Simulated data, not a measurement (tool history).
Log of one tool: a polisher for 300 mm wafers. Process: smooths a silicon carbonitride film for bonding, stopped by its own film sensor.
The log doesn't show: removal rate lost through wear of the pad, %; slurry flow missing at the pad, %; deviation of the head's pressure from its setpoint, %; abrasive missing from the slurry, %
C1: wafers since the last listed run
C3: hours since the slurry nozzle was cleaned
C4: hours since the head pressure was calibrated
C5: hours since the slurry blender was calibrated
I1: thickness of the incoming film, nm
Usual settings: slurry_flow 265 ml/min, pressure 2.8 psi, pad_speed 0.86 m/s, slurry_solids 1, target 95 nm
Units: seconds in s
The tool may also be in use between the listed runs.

{"run": 1, "hour": 0.0, "slurry_flow": 265, "pressure": 2.8, "pad_speed": 0.86, "slurry_solids": 1, "target": 95, "C1": 0, "wafers polished on this pad": 112, "C3": 201.2, "C4": 345.9, "C5": 174.6, "I1": 110.1, "seconds": 56.4}
{"run": 2, "hour": 6.9, "slurry_flow": 265, "pressure": 2.8, "pad_speed": 0.86, "slurry_solids": 1, "target": 95, "C1": 38, "wafers polished on this pad": 150, "C3": 208.1, "C4": 352.8, "C5": 181.5, "I1": 111.5, "seconds": 61.5}
{"run": 3, "hour": 15.0, "slurry_flow": 265, "pressure": 2.8, "pad_speed": 0.92, "slurry_solids": 1, "target": 92, "C1": 44, "wafers polished on this pad": 195, "C3": 216.2, "C4": 360.9, "C5": 189.6, "I1": 109.5, "seconds": 62.9}
{"run": 4, "hour": 25.8, "slurry_flow": 265, "pressure": 2.8, "pad_speed": 0.92, "slurry_solids": 1, "target": 92, "C1": 59, "wafers polished on this pad": 254, "C3": 227, "C4": 371.7, "C5": 200.4, "I1": 110.4, "seconds": 64}
{"run": 5, "hour": 39.1, "slurry_flow": 265, "pressure": 3.2, "pad_speed": 0.86, "slurry_solids": 1, "target": 95, "C1": 73, "wafers polished on this pad": 328, "C3": 240.3, "C4": 385, "C5": 213.7, "I1": 110, "seconds": 52.1}
{"run": 6, "hour": 49.4, "slurry_flow": 265, "pressure": 3.2, "pad_speed": 0.86, "slurry_solids": 1, "target": 95, "C1": 56, "wafers polished on this pad": 385, "C3": 250.6, "C4": 395.3, "C5": 224, "I1": 111, "seconds": 53.9}
{"run": 7, "hour": 61.2, "slurry_flow": 265, "pressure": 2.8, "pad_speed": 1, "slurry_solids": 1, "target": 95, "C1": 65, "wafers polished on this pad": 450, "C3": 262.4, "C4": 407.1, "C5": 235.8, "I1": 111.4, "seconds": 57.2}
{"run": 8, "hour": 70.5, "slurry_flow": 265, "pressure": 2.8, "pad_speed": 1, "slurry_solids": 1, "target": 95, "C1": 51, "wafers polished on this pad": 501, "C3": 271.7, "C4": 416.4, "C5": 245.1, "I1": 108.9, "seconds": 48.9}
{"run": 9, "hour": 84.6, "slurry_flow": 265, "pressure": 2.8, "pad_speed": 1, "slurry_solids": 1, "target": 95, "C1": 77, "wafers polished on this pad": 579, "C3": 285.8, "C4": 430.5, "C5": 259.2, "I1": 109.7, "seconds": 52.6}
{"hour": 89.1, "done": "worn pad replaced by a new one"}
{"hour": 90.1, "done": "slurry blender recalibrated"}
{"run": 10, "hour": 132.4, "slurry_flow": 265, "pressure": 2.8, "pad_speed": 0.86, "slurry_solids": 1.1, "target": 95, "C1": 235, "wafers polished on this pad": 233, "C3": 333.6, "C4": 478.3, "C5": 42.3, "I1": 107.5, "seconds": 44.1}
{"hour": 142.7, "done": "head pressure recalibrated"}
{"run": 11, "hour": 143.4, "slurry_flow": 265, "pressure": 2.8, "pad_speed": 0.86, "slurry_solids": 1, "target": 95, "C1": 49, "wafers polished on this pad": 283, "C3": 344.6, "C4": 0.7, "C5": 53.3, "I1": 111.6, "seconds": 61.3}
{"run": 12, "hour": 153.5, "slurry_flow": 265, "pressure": 3.7, "pad_speed": 1, "slurry_solids": 0.7, "target": 95, "C1": 55, "wafers polished on this pad": 338, "C3": 354.7, "C4": 10.8, "C5": 63.4, "I1": 109.2, "seconds": 42.4}
{"run": 13, "hour": 165.8, "slurry_flow": 220, "pressure": 2.3, "pad_speed": 0.86, "slurry_solids": 1, "target": 95, "C1": 67, "wafers polished on this pad": 406, "C3": 367, "C4": 23.1, "C5": 75.7, "I1": 110.3, "seconds": 68.6}
{"hour": 172.3, "done": "slurry nozzle cleaned"}
{"run": 14, "hour": 177.1, "slurry_flow": 180, "pressure": 3.1, "pad_speed": 1.12, "slurry_solids": 1, "target": 95, "C1": 56, "wafers polished on this pad": 463, "C3": 4.8, "C4": 34.4, "C5": 87, "I1": 110, "seconds": 41.1}
{"hour": 184.7, "done": "worn pad replaced by a new one"}
{"run": 15, "hour": 188.3, "slurry_flow": 265, "pressure": 2.8, "pad_speed": 0.86, "slurry_solids": 1, "target": 91, "C1": 39, "wafers polished on this pad": 19, "C3": 16, "C4": 45.6, "C5": 98.2, "I1": 112.4, "seconds": 75.6}
{"run": 16, "hour": 213.6, "slurry_flow": 290, "pressure": 3.6, "pad_speed": 0.86, "slurry_solids": 0.8, "target": 97, "C1": 139, "wafers polished on this pad": 159, "C3": 41.3, "C4": 70.9, "C5": 123.5, "I1": 110.6, "seconds": 42.7}
{"run": 17, "hour": 226.3, "slurry_flow": 265, "pressure": 2.8, "pad_speed": 0.86, "slurry_solids": 1, "target": 93, "C1": 70, "wafers polished on this pad": 229, "C3": 54, "C4": 83.6, "C5": 136.2, "I1": 111.1, "seconds": 63.4}
{"run": 18, "hour": 239.5, "slurry_flow": 265, "pressure": 2.8, "pad_speed": 0.86, "slurry_solids": 1, "target": 95, "C1": 72, "wafers polished on this pad": 302, "C3": 67.2, "C4": 96.8, "C5": 149.4, "I1": 111.1, "seconds": 59}
{"run": 19, "hour": 255.3, "slurry_flow": 340, "pressure": 2.8, "pad_speed": 0.68, "slurry_solids": 1, "target": 98, "C1": 87, "wafers polished on this pad": 389, "C3": 83, "C4": 112.6, "C5": 165.2, "I1": 110.2, "seconds": 50.9}
{"run": 20, "hour": 272.1, "slurry_flow": 230, "pressure": 2.4, "pad_speed": 0.86, "slurry_solids": 1, "target": 95, "C1": 92, "wafers polished on this pad": 482, "C3": 99.8, "C4": 129.4, "C5": 182, "I1": 110.5, "seconds": 65.7}

Forecast each of these 5 alternatives for the next run:
{"run": "A", "hour": 272.5, "slurry_flow": 265, "pressure": 2.8, "pad_speed": 0.86, "slurry_solids": 1, "target": 98, "C1": 2, "wafers polished on this pad": 484, "C3": 100.2, "C4": 129.8, "C5": 182.4, "I1": 110.4, "seconds": "?"}
{"run": "B", "hour": 272.5, "slurry_flow": 175, "pressure": 2.5, "pad_speed": 0.86, "slurry_solids": 1.2, "target": 100, "C1": 2, "wafers polished on this pad": 484, "C3": 100.2, "C4": 129.8, "C5": 182.4, "I1": 110.4, "seconds": "?"}
{"run": "C", "hour": 272.5, "slurry_flow": 265, "pressure": 2.8, "pad_speed": 0.86, "slurry_solids": 0.75, "target": 95, "C1": 2, "wafers polished on this pad": 484, "C3": 100.2, "C4": 129.8, "C5": 182.4, "I1": 110.4, "seconds": "?"}
{"run": "D", "hour": 272.5, "slurry_flow": 265, "pressure": 2.8, "pad_speed": 0.7, "slurry_solids": 1, "target": 95, "C1": 2, "wafers polished on this pad": 484, "C3": 100.2, "C4": 129.8, "C5": 182.4, "I1": 110.4, "seconds": "?"}
{"run": "E", "hour": 272.5, "slurry_flow": 265, "pressure": 2.8, "pad_speed": 0.66, "slurry_solids": 1.15, "target": 99, "C1": 2, "wafers polished on this pad": 484, "C3": 100.2, "C4": 129.8, "C5": 182.4, "I1": 110.4, "seconds": "?"}

run=A seconds=46.1
run=B seconds=42.2
run=C seconds=63.7
run=D seconds=67.5
run=E seconds=49.8
Without the tool's hidden state the same runs would have given:
run=A seconds=42.1
run=B seconds=38.1
run=C seconds=57.7
run=D seconds=61.6
run=E seconds=45.6
